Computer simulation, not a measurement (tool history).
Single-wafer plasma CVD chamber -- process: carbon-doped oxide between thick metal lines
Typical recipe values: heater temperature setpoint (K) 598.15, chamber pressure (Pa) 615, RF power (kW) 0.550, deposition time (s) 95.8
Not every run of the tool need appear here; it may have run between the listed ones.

run   hour  heater temperature setpoint (K)  chamber pressure (Pa)  RF power (kW)  deposition time (s)  wafers since the last listed run  hours since the last thermocouple change  hours since the last RF generator calibration  hours since the last manometer calibration  hours since the showerhead was replaced  hours since the gauge calibration  read-back reference wafer on the same gauge, thickness_nm  mean film thickness on the monitor wafer (nm)
  1    0.0                           598.15                    615          0.550                 95.8                                 0                                    1459.4                                         1354.7                                      1127.6                                   4686.5                               82.5                                                    581.173                                        494.334
  2    6.9                           598.15                    615          0.550                 95.8                                74                                    1466.3                                         1361.6                                      1134.5                                   4693.4                               89.4                                                    580.935                                        494.103
  3   14.0                           598.15                    615          0.550                 95.8                                77                                    1473.4                                         1368.7                                      1141.6                                   4700.5                               96.5                                                    580.728                                        494.599
  4   25.8                           598.15                    615          0.550                 95.8                               127                                    1485.2                                         1380.5                                      1153.4                                   4712.3                              108.3                                                    581.096                                        495.399
  5   40.1                           598.15                    615          0.550                 95.8                               155                                    1499.5                                         1394.8                                      1167.7                                   4726.6                              122.6                                                    581.050                                        494.841
  6   48.9                           598.15                    615          0.550                 95.8                                95                                    1508.3                                         1403.6                                      1176.5                                   4735.4                              131.4                                                    580.795                                        495.254
  7   57.7                           598.15                    615          0.550                 83.6                                95                                    1517.1                                         1412.4                                      1185.3                                   4744.2                              140.2                                                    580.539                                        431.958
  8   75.0                           598.15                    615          0.550                 83.6                               187                                    1534.4                                         1429.7                                      1202.6                                   4761.5                              157.5                                                    581.366                                        431.684
  9   87.8                           598.15                    615          0.550                 83.6                               138                                    1547.2                                         1442.5                                      1215.4                                   4774.3                              170.3                                                    580.681                                        432.031
 10   97.3                           598.15                    615          0.580                106.2                               103                                    1556.7                                         1452.0                                      1224.9                                   4783.8                              179.8                                                    581.052                                        558.876
 11  104.8                           598.15                    615          0.550                105.8                                81                                    1564.2                                         1459.5                                      1232.4                                   4791.3                              187.3                                                    581.320                                        546.671
 12  110.9                           598.15                    615          0.550                 95.8                                66                                    1570.3                                         1465.6                                      1238.5                                   4797.4                              193.4                                                    581.234                                        495.758
 13  118.0                           598.15                    615          0.550                110.7                                77                                    1577.4                                         1472.7                                      1245.6                                   4804.5                              200.5                                                    581.013                                        572.367
 14  129.8                           611.15                    700          0.635                 89.4                               127                                    1589.2                                         1484.5                                      1257.4                                   4816.3                              212.3                                                    580.997                                        472.859
     142.7  -- RF generator calibrated
     143.2  -- thermocouple changed; heater temperature recalibrated
 15  143.7                           586.15                    760          0.620                103.8                                58                                       0.5                                            1.0                                      1271.3                                   4830.2                              226.2                                                    581.044                                        614.803
 16  154.5                           598.15                    615          0.550                 95.8                               117                                      11.3                                           11.8                                      1282.1                                   4841.0                              237.0                                                    581.291                                        505.908

What will run 17 give?
 17  169.8                           598.15                    749          0.610                 79.1                               165                                      26.6                                           27.1                                      1297.4                                   4856.3                              252.3                                                          ?                                              ?

{"run 17": {"read-back reference wafer on the same gauge, thickness_nm": 580.72, "mean film thickness on the monitor wafer (nm)": 443.916}}
Without the tool's hidden state the same run would have given mean film thickness on the monitor wafer (nm) 445.672.

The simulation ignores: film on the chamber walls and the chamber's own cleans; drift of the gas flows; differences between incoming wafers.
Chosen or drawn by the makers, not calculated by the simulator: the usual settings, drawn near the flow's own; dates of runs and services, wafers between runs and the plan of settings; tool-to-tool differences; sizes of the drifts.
